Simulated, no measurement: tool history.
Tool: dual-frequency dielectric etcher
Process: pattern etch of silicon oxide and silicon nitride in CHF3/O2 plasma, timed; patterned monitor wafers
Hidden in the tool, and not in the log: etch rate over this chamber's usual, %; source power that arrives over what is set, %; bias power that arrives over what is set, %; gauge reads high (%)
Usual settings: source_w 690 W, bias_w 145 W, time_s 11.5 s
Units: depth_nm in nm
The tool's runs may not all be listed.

run    hour  source_w  bias_w  time_s  wafers since the last listed run  hours since the last wet clean  hours since the last source power generator calibration  hours since the last bias power generator calibration  hours since the last upper electrode change  hours since the gauge calibration  read-back reference wafer on the same gauge, depth_nm  depth_nm
  1     0.0       600     145    11.5                                 0                           300.7                                                   1230.1                                                 2335.5                                       3908.9                             1233.1                                                  18.25     16.09
       86.2  -- wet clean of the chamber
  2    86.7       600     145    11.5                               531                             0.5                                                   1316.8                                                 2422.2                                       3995.6                             1319.8                                                  18.25     16.16
  3   118.0       690     145    11.5                               265                            31.8                                                   1348.1                                                 2453.5                                       4026.9                             1351.1                                                  18.29     17.22
  4   183.3       690     145    11.5                               553                            97.1                                                   1413.4                                                 2518.8                                       4092.2                             1416.4                                                  18.28     17.19
  5   229.1       690     145    11.5                               388                           142.9                                                   1459.2                                                 2564.6                                       4138.0                             1462.2                                                  18.25     17.17
  6   260.6       690     145    11.5                               267                           174.4                                                   1490.7                                                 2596.1                                       4169.5                             1493.7                                                  18.27     17.17
  7   304.9       690     145    11.5                               375                           218.7                                                   1535.0                                                 2640.4                                       4213.8                             1538.0                                                  18.28     17.17
  8   340.2       690     145    11.5                               299                           254.0                                                   1570.3                                                 2675.7                                       4249.1                             1573.3                                                  18.30     17.07
      396.3  -- upper electrode replaced
  9   396.8       690     145    11.5                               276                           310.6                                                   1626.9                                                 2732.3                                          0.5                             1629.9                                                  18.32     17.29
 10   415.2       690     145    11.5                               156                           329.0                                                   1645.3                                                 2750.7                                         18.9                             1648.3                                                  18.31     17.18
 11   478.9       590     145    10.5                               540                           392.7                                                   1709.0                                                 2814.4                                         82.6                             1712.0                                                  18.32     14.54
      501.6  -- gauge calibrated
      521.1  -- source power generator calibrated
 12   524.3       540     145    12.5                               351                           438.1                                                      3.2                                                 2859.8                                        128.0                               22.7                                                  17.71     16.12
      580.5  -- wet clean of the chamber
 13   588.4       640     116    10.0                               340                             7.9                                                     67.3                                                 2923.9                                        192.1                               86.8                                                  17.82     13.11
 14   618.9       830     145    13.0                               258                            38.4                                                     97.8                                                 2954.4                                        222.6                              117.3                                                  17.83     20.74
 15   654.3       690     155    10.0                               300                            73.8                                                    133.2                                                 2989.8                                        258.0                              152.7                                                  17.86     14.96
 16   702.7       690     112    11.5                               410                           122.2                                                    181.6                                                 3038.2                                        306.4                              201.1                                                  17.91     15.72
 17   755.1       530     165    10.5                               444                           174.6                                                    234.0                                                 3090.6                                        358.8                              253.5                                                  17.96     14.09
      792.7  -- bias power generator calibrated
 18   793.8       690     145    11.5                               294                           213.3                                                    272.7                                                    1.1                                        397.5                              292.2                                                  17.98     16.78
 19   848.0       690     145    11.5                               459                           267.5                                                    326.9                                                   55.3                                        451.7                              346.4                                                  18.01     16.89
 20   885.4       690     174    11.5                               317                           304.9                                                    364.3                                                   92.7                                        489.1                              383.8                                                  18.08     17.97
 21   942.1       690     171    11.5                               480                           361.6                                                    421.0                                                  149.4                                        545.8                              440.5                                                  18.09     17.76
 22   986.1       690     145    11.5                               373                           405.6                                                    465.0                                                  193.4                                        589.8                              484.5                                                  18.12     16.94
 23  1030.2       820     169    12.5                               374                           449.7                                                    509.1                                                  237.5                                        633.9                              528.6                                                  18.11     20.85
     1069.6  -- wet clean of the chamber
 24  1161.4       540     159    10.5                               909                            91.8                                                    640.3                                                  368.7                                        765.1                              659.8                                                  18.16     14.26
 25  1231.3       690     167     9.5                               592                           161.7                                                    710.2                                                  438.6                                        835.0                              729.7                                                  18.19     14.62
 26  1277.1       520     134    14.0                               388                           207.5                                                    756.0                                                  484.4                                        880.8                              775.5                                                  18.23     17.89
 27  1329.1       690     145    13.0                               441                           259.5                                                    808.0                                                  536.4                                        932.8                              827.5                                                  18.24     19.49
 28  1376.1       770     171    14.0                               398                           306.5                                                    855.0                                                  583.4                                        979.8                              874.5                                                  18.26     23.06
 29  1434.8       690     145    11.5                               497                           365.2                                                    913.7                                                  642.1                                       1038.5                              933.2                                                  18.25     17.18
     1485.6  -- wet clean of the chamber
 30  1496.6       690     145    11.5                               320                            11.0                                                    975.5                                                  703.9                                       1100.3                              995.0                                                  18.29     17.17

Measured less the same run without the tool's hidden state. The same run-to-run variation is in both; the gauge's scatter may not be:
run  depth_nm
  1     +0.59
  2     +0.60
  3     +0.63
  4     +0.64
  5     +0.64
  6     +0.65
  7     +0.65
  8     +0.64
  9     +0.66
 10     +0.66
 11     +0.56
 12     +0.11
 13     +0.14
 14     +0.27
 15     +0.22
 16     +0.28
 17     +0.28
 18     +0.36
 19     +0.40
 20     +0.45
 21     +0.48
 22     +0.47
 23     +0.61
 24     +0.46
 25     +0.49
 26     +0.61
 27     +0.68
 28     +0.82
 29     +0.62
 30     +0.64
